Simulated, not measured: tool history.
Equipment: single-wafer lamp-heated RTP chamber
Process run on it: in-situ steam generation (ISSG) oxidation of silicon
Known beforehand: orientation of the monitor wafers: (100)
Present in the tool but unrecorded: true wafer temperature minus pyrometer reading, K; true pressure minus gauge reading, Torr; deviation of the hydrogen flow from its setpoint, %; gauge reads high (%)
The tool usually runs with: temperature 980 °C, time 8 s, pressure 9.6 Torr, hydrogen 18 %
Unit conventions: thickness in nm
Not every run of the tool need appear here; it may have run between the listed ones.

| run | hour | temperature | time | pressure | hydrogen | wafers since the last listed run | wafers since the last pyrometer calibration | hours since the pressure gauge was zeroed | hours since the hydrogen flow controller was replaced | hours since the gauge calibration | read-back reference wafer on the same gauge, thickness | thickness |
|---|---|---|---|---|---|---|---|---|---|---|---|---|
| 1 | 0.0 | 980 | 8 | 9.6 | 13 | 0 | 2257 | 2618.8 | 3643.6 | 309.6 | 3.542 | 3.102 |
| 2 | 64.9 | 980 | 8 | 9.6 | 13 | 662 | 2920 | 2683.7 | 3708.5 | 374.5 | 3.536 | 3.114 |
|  | 113.6 | pyrometer window cleaned and pyrometer calibrated |
| 3 | 234.7 | 980 | 6 | 9.6 | 18 | 1652 | 1236 | 2853.5 | 3878.3 | 544.3 | 3.539 | 2.972 |
| 4 | 298.7 | 980 | 6 | 9.6 | 18 | 653 | 1890 | 2917.5 | 3942.3 | 608.3 | 3.543 | 2.969 |
| 5 | 329.3 | 980 | 8 | 9.6 | 18 | 312 | 2202 | 2948.1 | 3972.9 | 638.9 | 3.538 | 3.353 |
| 6 | 386.9 | 980 | 8 | 9.6 | 18 | 588 | 2791 | 3005.7 | 4030.5 | 696.5 | 3.541 | 3.353 |
|  | 440.3 | pressure gauge zeroed |
| 7 | 440.8 | 980 | 10 | 9.6 | 18 | 468 | 3259 | 0.5 | 4084.4 | 750.4 | 3.542 | 3.663 |
|  | 460.6 | pyrometer window cleaned and pyrometer calibrated |
| 8 | 491.1 | 980 | 10 | 9.6 | 18 | 432 | 311 | 50.8 | 4134.7 | 800.7 | 3.537 | 3.731 |
|  | 499.6 | gauge calibrated |
| 9 | 533.7 | 980 | 8 | 9.6 | 18 | 435 | 746 | 93.4 | 4177.3 | 34.1 | 3.539 | 3.402 |
| 10 | 559.0 | 992 | 8 | 8.2 | 23 | 258 | 1005 | 118.7 | 4202.6 | 59.4 | 3.542 | 3.830 |
| 11 | 601.8 | 972 | 8 | 8.5 | 18 | 437 | 1442 | 161.5 | 4245.4 | 102.2 | 3.538 | 3.383 |
| 12 | 667.2 | 980 | 8 | 9.6 | 18 | 667 | 2110 | 226.9 | 4310.8 | 167.6 | 3.540 | 3.425 |
|  | 696.4 | pyrometer window cleaned and pyrometer calibrated, repeated, since the last time left the tool worse |
|  | 727.6 | hydrogen flow controller replaced |
| 13 | 732.4 | 980 | 5 | 9.6 | 18 | 502 | 285 | 292.1 | 4.8 | 232.8 | 3.543 | 2.762 |
| 14 | 781.4 | 992 | 8 | 8.2 | 23 | 500 | 786 | 341.1 | 53.8 | 281.8 | 3.538 | 3.720 |
| 15 | 824.8 | 995 | 7 | 8.3 | 14 | 443 | 1229 | 384.5 | 97.2 | 325.2 | 3.541 | 3.122 |
| 16 | 871.7 | 962 | 10 | 9.6 | 21 | 478 | 1708 | 431.4 | 144.1 | 372.1 | 3.538 | 3.606 |
| 17 | 927.4 | 969 | 8 | 9.6 | 23 | 568 | 2277 | 487.1 | 199.8 | 427.8 | 3.538 | 3.465 |
| 18 | 966.9 | 961 | 10 | 9.6 | 28 | 403 | 2680 | 526.6 | 239.3 | 467.3 | 3.541 | 3.890 |

Some steps in thickness, run to run, broken into two amounts with sign: the step expected even without the hidden condition (settings, incoming material, random variation), and the rest, left for the hidden condition together with whatever gauge scatter is not in both the measured and the hidden-condition-free result:
Run 12 -> 13: time 8 -> 5, pyrometer window cleaned and pyrometer calibrated, repeated, since the last time left the tool worse, hydrogen flow controller replaced. thickness -0.663 nm: hidden state -0.105, all else -0.558.
Run 13 -> 14: temperature 980 -> 992, time 5 -> 8, pressure 9.6 -> 8.2, hydrogen 18 -> 23. thickness +0.958 nm: hidden state +0.018, all else +0.940.
